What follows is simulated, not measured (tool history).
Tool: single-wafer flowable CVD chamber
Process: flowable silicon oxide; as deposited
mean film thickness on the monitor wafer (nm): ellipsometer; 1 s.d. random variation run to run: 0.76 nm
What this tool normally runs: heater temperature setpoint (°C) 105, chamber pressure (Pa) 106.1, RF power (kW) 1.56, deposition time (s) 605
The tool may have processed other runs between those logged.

| run | hour | heater temperature setpoint (°C) | chamber pressure (Pa) | RF power (kW) | deposition time (s) | wafers since the last listed run | hours since the last thermocouple change | hours since the last RF generator calibration | hours since the last manometer calibration | hours since the showerhead was replaced | hours since the gauge calibration | read-back reference wafer on the same gauge, thickness_nm | mean film thickness on the monitor wafer (nm) |
|---|---|---|---|---|---|---|---|---|---|---|---|---|---|
| 1 | 0 | 105 | 106.1 | 1.56 | 605 | 0 | 2222.5 | 1757.3 | 596.4 | 3076.7 | 486.9 | 247.066 | 288.662 |
| 2 | 23.2 | 105 | 106.1 | 1.56 | 605 | 102 | 2245.7 | 1780.5 | 619.6 | 3099.9 | 510.1 | 246.906 | 287.29 |
|  | 30.4 | gauge calibrated |
| 3 | 49.4 | 105 | 106.1 | 1.56 | 605 | 115 | 2271.9 | 1806.7 | 645.8 | 3126.1 | 19 | 247.232 | 288.069 |
| 4 | 83.2 | 105 | 106.1 | 1.56 | 605 | 148 | 2305.7 | 1840.5 | 679.6 | 3159.9 | 52.8 | 247.06 | 288.676 |
| 5 | 112.2 | 105 | 106.1 | 1.56 | 605 | 127 | 2334.7 | 1869.5 | 708.6 | 3188.9 | 81.8 | 246.86 | 287.342 |
| 6 | 134.9 | 105 | 106.1 | 1.56 | 605 | 99 | 2357.4 | 1892.2 | 731.3 | 3211.6 | 104.5 | 246.708 | 286.282 |
| 7 | 172.7 | 105 | 106.1 | 1.56 | 605 | 166 | 2395.2 | 1930 | 769.1 | 3249.4 | 142.3 | 246.849 | 289.553 |
| 8 | 188.5 | 105 | 106.1 | 1.56 | 605 | 69 | 2411 | 1945.8 | 784.9 | 3265.2 | 158.1 | 246.883 | 288.583 |
| 9 | 222.8 | 105 | 106.1 | 1.56 | 605 | 150 | 2445.3 | 1980.1 | 819.2 | 3299.5 | 192.4 | 246.999 | 286.847 |
| 10 | 240.6 | 105 | 106.1 | 1.56 | 605 | 78 | 2463.1 | 1997.9 | 837 | 3317.3 | 210.2 | 247.019 | 288.906 |
| 11 | 268.3 | 105 | 106.1 | 1.56 | 605 | 121 | 2490.8 | 2025.6 | 864.7 | 3345 | 237.9 | 247.165 | 286.877 |
| 12 | 290.4 | 117 | 106.1 | 1.56 | 605 | 97 | 2512.9 | 2047.7 | 886.8 | 3367.1 | 260 | 247.201 | 202.189 |
| 13 | 322.2 | 105 | 86 | 1.56 | 605 | 139 | 2544.7 | 2079.5 | 918.6 | 3398.9 | 291.8 | 247.18 | 232.956 |
| 14 | 340.7 | 97 | 106.1 | 1.255 | 548 | 81 | 2563.2 | 2098 | 937.1 | 3417.4 | 310.3 | 247.039 | 315.231 |
|  | 374.8 | showerhead replaced |
| 15 | 376.1 | 90 | 129.1 | 1.45 | 701 | 120 | 2598.6 | 2133.4 | 972.5 | 1.3 | 345.7 | 247.057 | 631.531 |
| 16 | 404.1 | 105 | 106.1 | 1.56 | 605 | 123 | 2626.6 | 2161.4 | 1000.5 | 29.3 | 373.7 | 246.967 | 286.656 |
| 17 | 421.4 | 94 | 117.5 | 1.44 | 521 | 76 | 2643.9 | 2178.7 | 1017.8 | 46.6 | 391 | 247.047 | 378.315 |
|  | 465.7 | capacitance manometer re-zeroed and calibrated |
|  | 508.8 | thermocouple changed; heater temperature recalibrated |
| 18 | 515.4 | 118 | 106.1 | 1.26 | 605 | 343 | 6.6 | 2272.7 | 49.7 | 140.6 | 485 | 247.017 | 186.146 |
| 19 | 545.1 | 111 | 106.1 | 1.77 | 701 | 130 | 36.3 | 2302.4 | 79.4 | 170.3 | 514.7 | 246.828 | 284.781 |
|  | 565.3 | gauge calibrated |
|  | 577.8 | RF generator calibrated |
| 20 | 578.3 | 105 | 106.1 | 1.45 | 698 | 110 | 69.5 | 0.5 | 112.6 | 203.5 | 13 | 247.053 | 327.475 |
| 21 | 587.3 | 111 | 126.3 | 1.56 | 719 | 39 | 78.5 | 9.5 | 121.6 | 212.5 | 22 | 247.087 | 338.666 |
| 22 | 601.4 | 105 | 106.1 | 1.56 | 605 | 62 | 92.6 | 23.6 | 135.7 | 226.6 | 36.1 | 247.061 | 287.923 |
| 23 | 620.7 | 105 | 106.1 | 1.255 | 605 | 84 | 111.9 | 42.9 | 155 | 245.9 | 55.4 | 246.993 | 272.89 |
| 24 | 637.6 | 95 | 87.5 | 1.79 | 540 | 74 | 128.8 | 59.8 | 171.9 | 262.8 | 72.3 | 246.868 | 294.999 |
| 25 | 672 | 105 | 106.1 | 1.825 | 605 | 151 | 163.2 | 94.2 | 206.3 | 297.2 | 106.7 | 247.048 | 298.055 |
| 26 | 706.5 | 105 | 130.9 | 1.56 | 572 | 151 | 197.7 | 128.7 | 240.8 | 331.7 | 141.2 | 246.87 | 334.269 |
| 27 | 740.1 | 105 | 106.1 | 1.56 | 605 | 147 | 231.3 | 162.3 | 274.4 | 365.3 | 174.8 | 247.011 | 287.843 |

Run-by-run hidden state of the tool:
wafer temperature above the value expected at the setpoint (K): 0 on each run
delivered RF power above the setpoint (%): 0 on each run
true pressure above the setpoint (%): 0 on each run
gauge reads high (%): 0 on each run
